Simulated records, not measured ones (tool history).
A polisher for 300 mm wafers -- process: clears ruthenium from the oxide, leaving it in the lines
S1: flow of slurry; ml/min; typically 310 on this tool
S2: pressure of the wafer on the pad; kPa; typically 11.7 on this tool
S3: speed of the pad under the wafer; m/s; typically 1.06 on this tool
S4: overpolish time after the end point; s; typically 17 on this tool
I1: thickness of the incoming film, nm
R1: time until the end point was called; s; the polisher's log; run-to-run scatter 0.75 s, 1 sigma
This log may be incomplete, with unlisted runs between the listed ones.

| run | hour | S1 | S2 | S3 | S4 | I1 | R1 |
|---|---|---|---|---|---|---|---|
| 1 | 0.0 | 250 | 11.0 | 1.06 | 17 | 75.7 | 85.7 |
| 2 | 15.8 | 250 | 11.0 | 1.06 | 17 | 75.0 | 85.8 |
| 3 | 27.9 | 310 | 13.8 | 1.06 | 17 | 74.3 | 68.1 |
| 4 | 47.5 | 310 | 13.8 | 1.06 | 17 | 75.0 | 69.3 |
| 5 | 63.3 | 310 | 13.8 | 1.06 | 17 | 74.2 | 69.5 |
|  | 85.0 | worn pad replaced by a new one |
| 6 | 96.9 | 310 | 11.7 | 1.06 | 17 | 76.1 | 80.6 |
| 7 | 116.9 | 310 | 11.7 | 1.06 | 17 | 75.3 | 79.6 |
|  | 128.0 | slurry nozzle cleaned |
| 8 | 130.7 | 310 | 11.7 | 1.06 | 17 | 74.8 | 79.7 |
| 9 | 164.4 | 310 | 11.7 | 1.06 | 17 | 75.3 | 80.8 |
| 10 | 209.2 | 310 | 11.7 | 1.06 | 17 | 74.5 | 79.5 |
| 11 | 235.2 | 310 | 11.7 | 1.06 | 10 | 74.9 | 80.6 |
|  | 274.2 | worn pad replaced by a new one |
| 12 | 290.9 | 310 | 11.7 | 1.34 | 17 | 76.1 | 64.5 |
| 13 | 305.7 | 310 | 11.7 | 1.34 | 17 | 75.6 | 63.2 |
| 14 | 331.7 | 310 | 11.7 | 1.32 | 17 | 76.6 | 65.7 |
|  | 340.3 | head pressure recalibrated |
| 15 | 349.3 | 310 | 11.7 | 1.06 | 17 | 74.9 | 79.4 |
| 16 | 378.1 | 310 | 11.7 | 1.06 | 17 | 75.8 | 81.1 |
| 17 | 407.3 | 310 | 13.1 | 0.74 | 8 | 73.7 | 101.3 |
|  | 436.9 | worn pad replaced by a new one |
| 18 | 442.6 | 310 | 11.7 | 1.06 | 8 | 74.3 | 79.1 |
| 19 | 465.5 | 310 | 11.7 | 1.06 | 17 | 74.9 | 80.2 |
|  | 492.5 | slurry nozzle cleaned |
| 20 | 499.8 | 310 | 11.7 | 1.16 | 8 | 75.3 | 73.2 |
| 21 | 533.2 | 240 | 8.3 | 1.06 | 17 | 74.6 | 107.1 |
| 22 | 546.1 | 210 | 11.7 | 1.06 | 10 | 74.7 | 83.6 |
| 23 | 601.5 | 310 | 11.7 | 1.06 | 17 | 76.1 | 81.9 |
| 24 | 633.1 | 310 | 8.3 | 1.06 | 12 | 75.0 | 106.8 |
|  | 640.2 | worn pad replaced by a new one |
| 25 | 666.3 | 385 | 14.5 | 0.80 | 21 | 74.4 | 86.7 |
| 26 | 697.5 | 385 | 14.5 | 0.80 | 21 | 75.3 | 87.8 |
|  | 706.4 | head pressure recalibrated |
| 27 | 796.7 | 310 | 11.7 | 1.06 | 17 | 75.5 | 79.8 |
|  | 816.7 | worn pad replaced by a new one |
| 28 | 817.2 | 375 | 10.3 | 0.88 | 24 | 74.4 | 106.2 |
| 29 | 830.9 | 310 | 11.7 | 1.06 | 17 | 76.4 | 81.2 |

Expected results for the next run?
| 30 | 858.1 | 375 | 9.7 | 1.22 | 12 | 75.4 | ? |

R1: 80.6 s
Take away the tool's hidden state, keep the run-to-run variation as it was, and the same run would have given R1 80.6 s.
